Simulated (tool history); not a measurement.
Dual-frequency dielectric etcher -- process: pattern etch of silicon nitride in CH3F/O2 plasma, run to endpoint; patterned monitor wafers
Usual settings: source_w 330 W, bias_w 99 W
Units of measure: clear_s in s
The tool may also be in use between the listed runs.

| run | hour | source_w | bias_w | wafers since the last listed run | hours since the last wet clean | hours since the last source power generator calibration | hours since the last bias power generator calibration | hours since the last upper electrode change | incoming incoming film thickness, nm | clear_s |
|---|---|---|---|---|---|---|---|---|---|---|
| 1 | 0 | 330 | 99 | 0 | 84.8 | 906.2 | 2835.9 | 2285.9 | 96.5 | 99.5 |
| 2 | 58 | 330 | 99 | 300 | 142.8 | 964.2 | 2893.9 | 2343.9 | 95.7 | 98.4 |
| 3 | 99.9 | 290 | 99 | 217 | 184.7 | 1006.1 | 2935.8 | 2385.8 | 96.7 | 106.8 |
| 4 | 175.3 | 290 | 99 | 391 | 260.1 | 1081.5 | 3011.2 | 2461.2 | 97.5 | 108.3 |
| 5 | 256.4 | 290 | 99 | 420 | 341.2 | 1162.6 | 3092.3 | 2542.3 | 96.3 | 108.4 |
| 6 | 304.6 | 370 | 112 | 250 | 389.4 | 1210.8 | 3140.5 | 2590.5 | 96.5 | 89.9 |
| 7 | 375 | 370 | 112 | 365 | 459.8 | 1281.2 | 3210.9 | 2660.9 | 96.3 | 89.9 |
| 8 | 454 | 330 | 99 | 409 | 538.8 | 1360.2 | 3289.9 | 2739.9 | 96 | 101.1 |
| 9 | 517.9 | 330 | 99 | 331 | 602.7 | 1424.1 | 3353.8 | 2803.8 | 96.6 | 102.8 |
|  | 552.7 | wet clean of the chamber |
| 10 | 611 | 330 | 120 | 358 | 58.3 | 1517.2 | 3446.9 | 2896.9 | 96.2 | 89.4 |
| 11 | 698.2 | 400 | 87 | 452 | 145.5 | 1604.4 | 3534.1 | 2984.1 | 95.9 | 95.2 |
|  | 738.5 | bias power generator calibrated |
| 12 | 751.2 | 270 | 99 | 254 | 198.5 | 1657.4 | 12.7 | 3037.1 | 96.7 | 114.6 |
| 13 | 830.4 | 310 | 122 | 410 | 277.7 | 1736.6 | 91.9 | 3116.3 | 95.9 | 94.9 |
| 14 | 891.5 | 330 | 99 | 316 | 338.8 | 1797.7 | 153 | 3177.4 | 95.2 | 101.7 |
| 15 | 948.9 | 390 | 99 | 297 | 396.2 | 1855.1 | 210.4 | 3234.8 | 96.1 | 94.8 |
| 16 | 1038.1 | 260 | 124 | 462 | 485.4 | 1944.3 | 299.6 | 3324 | 96.2 | 106.1 |
| 17 | 1089.3 | 380 | 99 | 265 | 536.6 | 1995.5 | 350.8 | 3375.2 | 96.8 | 97.3 |
| 18 | 1128 | 260 | 116 | 200 | 575.3 | 2034.2 | 389.5 | 3413.9 | 95.7 | 109.7 |
|  | 1226.1 | wet clean of the chamber |
| 19 | 1227.2 | 410 | 99 | 390 | 1.1 | 2133.4 | 488.7 | 3513.1 | 96.7 | 90.5 |
| 20 | 1294.1 | 370 | 99 | 347 | 68 | 2200.3 | 555.6 | 3580 | 95.8 | 95.6 |
| 21 | 1391.8 | 400 | 80 | 506 | 165.7 | 2298 | 653.3 | 3677.7 | 96.4 | 103.4 |
| 22 | 1436.5 | 400 | 122 | 231 | 210.4 | 2342.7 | 698 | 3722.4 | 96.7 | 83.8 |
|  | 1467.1 | upper electrode replaced |
| 23 | 1482.8 | 310 | 122 | 115 | 256.7 | 2389 | 744.3 | 15.7 | 97.1 | 96.4 |
| 24 | 1533.5 | 250 | 116 | 263 | 307.4 | 2439.7 | 795 | 66.4 | 95.8 | 110.1 |
|  | 1676.6 | source power generator calibrated |
| 25 | 1834.1 | 330 | 74 | 1538 | 608 | 157.5 | 1095.6 | 367 | 96.4 | 121 |
| 26 | 1900.8 | 330 | 99 | 346 | 674.7 | 224.2 | 1162.3 | 433.7 | 95.3 | 104.1 |
|  | 1952.8 | wet clean of the chamber |
| 27 | 1973.7 | 280 | 80 | 253 | 20.9 | 297.1 | 1235.2 | 506.6 | 96.1 | 121.9 |
| 28 | 2044.4 | 330 | 99 | 366 | 91.6 | 367.8 | 1305.9 | 577.3 | 95.5 | 99.7 |
| 29 | 2145.3 | 370 | 88 | 523 | 192.5 | 468.7 | 1406.8 | 678.2 | 96.1 | 101.4 |
| 30 | 2214.7 | 330 | 99 | 360 | 261.9 | 538.1 | 1476.2 | 747.6 | 95.8 | 100.8 |
| 31 | 2278.5 | 270 | 111 | 330 | 325.7 | 601.9 | 1540 | 811.4 | 96.3 | 107.5 |
| 32 | 2375.1 | 260 | 99 | 501 | 422.3 | 698.5 | 1636.6 | 908 | 95.6 | 115.4 |
| 33 | 2439.7 | 300 | 74 | 335 | 486.9 | 763.1 | 1701.2 | 972.6 | 97 | 126.5 |
| 34 | 2516.6 | 330 | 82 | 398 | 563.8 | 840 | 1778.1 | 1049.5 | 97.2 | 114.3 |

Run-by-run hidden state of the tool:
source power that arrives over what is set, %: 0, the same for each run
H1: etch rate over this chamber's usual, %
H2: bias power that arrives over what is set, %
| run | H1 | H2 |
|---|---|---|
| 1 | -0.0121 | 4.61 |
| 2 | -0.388 | 4.76 |
| 3 | -0.66 | 4.88 |
| 4 | -1.15 | 5.08 |
| 5 | -1.68 | 5.31 |
| 6 | -1.99 | 5.45 |
| 7 | -2.44 | 5.66 |
| 8 | -2.96 | 5.89 |
| 9 | -3.37 | 6.09 |
| 10 | -0.0369 | 6.38 |
| 11 | -0.603 | 6.66 |
| 12 | -0.946 | 0.89 |
| 13 | -1.46 | 0.894 |
| 14 | -1.86 | 0.901 |
| 15 | -2.23 | 0.91 |
| 16 | -2.81 | 0.931 |
| 17 | -3.14 | 0.947 |
| 18 | -3.39 | 0.96 |
| 19 | -0.0406 | 1 |
| 20 | -0.475 | 1.03 |
| 21 | -1.11 | 1.09 |
| 22 | -1.4 | 1.11 |
| 23 | -1.7 | 1.15 |
| 24 | -2.03 | 1.18 |
| 25 | -3.98 | 1.44 |
| 26 | -4.41 | 1.51 |
| 27 | 0.654 | 1.59 |
| 28 | 0.195 | 1.68 |
| 29 | -0.459 | 1.8 |
| 30 | -0.909 | 1.9 |
| 31 | -1.32 | 1.98 |
| 32 | -1.95 | 2.13 |
| 33 | -2.37 | 2.23 |
| 34 | -2.87 | 2.35 |
